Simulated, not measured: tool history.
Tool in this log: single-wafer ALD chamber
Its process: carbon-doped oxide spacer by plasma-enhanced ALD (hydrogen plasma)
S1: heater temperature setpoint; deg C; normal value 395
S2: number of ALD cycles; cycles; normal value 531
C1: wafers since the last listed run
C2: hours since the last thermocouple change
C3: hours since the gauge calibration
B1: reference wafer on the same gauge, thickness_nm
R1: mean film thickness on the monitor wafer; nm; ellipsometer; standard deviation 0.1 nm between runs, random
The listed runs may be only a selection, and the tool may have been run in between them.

Run 1, day 0.000: usual settings; C1 0; C2 1229.2; C3 1100.2; B1 25.055. Result: R1 27.577 nm.
Run 2, day 2.629: usual settings; C1 59; C2 1292.3; C3 1163.3; B1 24.986. Result: R1 27.659 nm.
Run 3, day 4.179: usual settings but S2 583 cycles; C1 35; C2 1329.5; C3 1200.5; B1 24.997. Result: R1 30.571 nm.
Run 4, day 7.017: usual settings; C1 64; C2 1397.6; C3 1268.6; B1 24.997. Result: R1 27.706 nm.
Run 5, day 9.875: usual settings; C1 65; C2 1466.2; C3 1337.2; B1 24.980. Result: R1 27.826 nm.
Run 6, day 11.338: usual settings; C1 33; C2 1501.3; C3 1372.3; B1 24.982. Result: R1 27.961 nm.
Run 7, day 13.604: usual settings; C1 51; C2 1555.7; C3 1426.7; B1 24.994. Result: R1 27.701 nm.
Run 8, day 15.129: usual settings; C1 34; C2 1592.3; C3 1463.3; B1 25.041. Result: R1 27.720 nm.
Run 9, day 16.854: usual settings but S1 383 deg C; C1 39; C2 1633.7; C3 1504.7; B1 24.970. Result: R1 27.559 nm.
Run 10, day 19.775: usual settings but S1 383 deg C; C1 66; C2 1703.8; C3 1574.8; B1 25.007. Result: R1 27.798 nm.
At day 22.046: thermocouple changed; heater temperature recalibrated.
Run 11, day 22.704: usual settings but S1 383 deg C; C1 59; C2 15.8; C3 1645.1; B1 25.006. Result: R1 27.681 nm.
At day 23.383: gauge calibrated.
Run 12, day 25.071: usual settings; C1 53; C2 72.6; C3 40.5; B1 25.000. Result: R1 27.691 nm.
Run 13, day 28.312: usual settings; C1 73; C2 150.4; C3 118.3; B1 25.047. Result: R1 27.785 nm.
Run 14, day 30.017: usual settings but S1 407 deg C, S2 492 cycles; C1 38; C2 191.3; C3 159.2; B1 24.993. Result: R1 25.114 nm.
Run 15, day 32.558: usual settings but S1 402 deg C, S2 588 cycles; C1 57; C2 252.3; C3 220.2; B1 24.967. Result: R1 30.350 nm.
Run 16, day 35.475: usual settings but S1 401 deg C, S2 602 cycles; C1 66; C2 322.3; C3 290.2; B1 25.023. Result: R1 31.204 nm.
Run 17, day 38.125: usual settings but S1 391 deg C, S2 567 cycles; C1 60; C2 385.9; C3 353.8; B1 24.990. Result: R1 29.602 nm.
Run 18, day 39.558: usual settings but S1 387 deg C; C1 32; C2 420.3; C3 388.2; B1 25.026. Result: R1 27.769 nm.
Run 19, day 42.517: usual settings but S2 440 cycles; C1 67; C2 491.3; C3 459.2; B1 24.955. Result: R1 22.847 nm.
Run 20, day 44.025: usual settings but S2 606 cycles; C1 34; C2 527.5; C3 495.4; B1 25.003. Result: R1 31.631 nm.
Run 21, day 47.871: usual settings but S1 408 deg C, S2 633 cycles; C1 87; C2 619.8; C3 587.7; B1 24.992. Result: R1 32.063 nm.
Run 22, day 50.862: usual settings but S1 388 deg C, S2 626 cycles; C1 68; C2 691.6; C3 659.5; B1 25.049. Result: R1 32.415 nm.
Run 23, day 52.658: usual settings; C1 40; C2 734.7; C3 702.6; B1 24.968. Result: R1 27.766 nm.
Run 24, day 55.492: usual settings; C1 64; C2 802.7; C3 770.6; B1 24.997. Result: R1 27.669 nm.
Run 25, day 56.604: usual settings; C1 25; C2 829.4; C3 797.3; B1 24.983. Result: R1 27.568 nm.
Run 26, day 59.204: usual settings but S1 408 deg C, S2 633 cycles; C1 59; C2 891.8; C3 859.7; B1 25.007. Result: R1 32.093 nm.

Run-by-run hidden state of the tool:
wafer temperature above the value expected at the setpoint (K): 0 across all the runs
gauge reads high (%): 0 across all the runs
